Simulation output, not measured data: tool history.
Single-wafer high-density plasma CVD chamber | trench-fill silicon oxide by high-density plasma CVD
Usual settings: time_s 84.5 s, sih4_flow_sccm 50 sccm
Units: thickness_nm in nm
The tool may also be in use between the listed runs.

| run | hour | time_s | sih4_flow_sccm | wafers since the last listed run | hours since the silane flow controller was replaced | hours since the gauge calibration | read-back reference wafer on the same gauge, thickness_nm | thickness_nm |
|---|---|---|---|---|---|---|---|---|
| 1 | 0 | 84.5 | 50 | 0 | 1416.9 | 265.2 | 347.826 | 429.037 |
| 2 | 83 | 84.5 | 50 | 1555 | 1499.9 | 348.2 | 348.191 | 431.346 |
| 3 | 145.8 | 84.5 | 50 | 1176 | 1562.7 | 411 | 347.715 | 434.072 |
| 4 | 231.4 | 84.5 | 50 | 1604 | 1648.3 | 496.6 | 347.256 | 433.691 |
| 5 | 277.6 | 84.5 | 53 | 865 | 1694.5 | 542.8 | 348.74 | 457.722 |
|  | 294.3 | gauge calibrated |
| 6 | 342.1 | 84.5 | 53 | 1208 | 1759 | 47.8 | 346.874 | 460.601 |
|  | 351.8 | silane flow controller replaced |
| 7 | 382 | 84.5 | 53 | 597 | 30.2 | 87.7 | 348.262 | 443.821 |
| 8 | 632.6 | 84.5 | 50 | 4696 | 280.8 | 338.3 | 347.8 | 419.634 |
| 9 | 697.1 | 84.5 | 50 | 1208 | 345.3 | 402.8 | 348.041 | 423.826 |
| 10 | 755.2 | 79.1 | 60 | 1088 | 403.4 | 460.9 | 347.968 | 479.079 |
| 11 | 822.8 | 101.4 | 59 | 1266 | 471 | 528.5 | 348.305 | 595.599 |
|  | 840.4 | gauge calibrated |
| 12 | 908.3 | 84.5 | 56 | 1602 | 556.5 | 67.9 | 347.888 | 472.704 |
| 13 | 1005 | 70.1 | 50 | 1812 | 653.2 | 164.6 | 347.417 | 344.833 |
| 14 | 1113.5 | 98.9 | 54 | 2033 | 761.7 | 273.1 | 348.317 | 532.826 |
| 15 | 1155 | 84.5 | 54 | 777 | 803.2 | 314.6 | 347.727 | 455.812 |

Forecast each of these 5 alternatives for the next run:
| A | 1155.4 | 84.5 | 41 | 7 | 803.6 | 315 | ? | ? |
| B | 1155.4 | 84.5 | 58 | 7 | 803.6 | 315 | ? | ? |
| C | 1155.4 | 84.5 | 57 | 7 | 803.6 | 315 | ? | ? |
| D | 1155.4 | 79.6 | 41 | 7 | 803.6 | 315 | ? | ? |
| E | 1155.4 | 72.9 | 54 | 7 | 803.6 | 315 | ? | ? |

| run | read-back reference wafer on the same gauge, thickness_nm | thickness_nm |
|---|---|---|
| A | 348.056 | 348.029 |
| B | 348.056 | 492.334 |
| C | 348.056 | 483.845 |
| D | 348.056 | 327.848 |
| E | 348.056 | 395.454 |
Without the tool's hidden state the same runs would have given:
| run | thickness_nm |
|---|---|
| A | 343.629 |
| B | 486.11 |
| C | 477.728 |
| D | 323.703 |
| E | 390.455 |
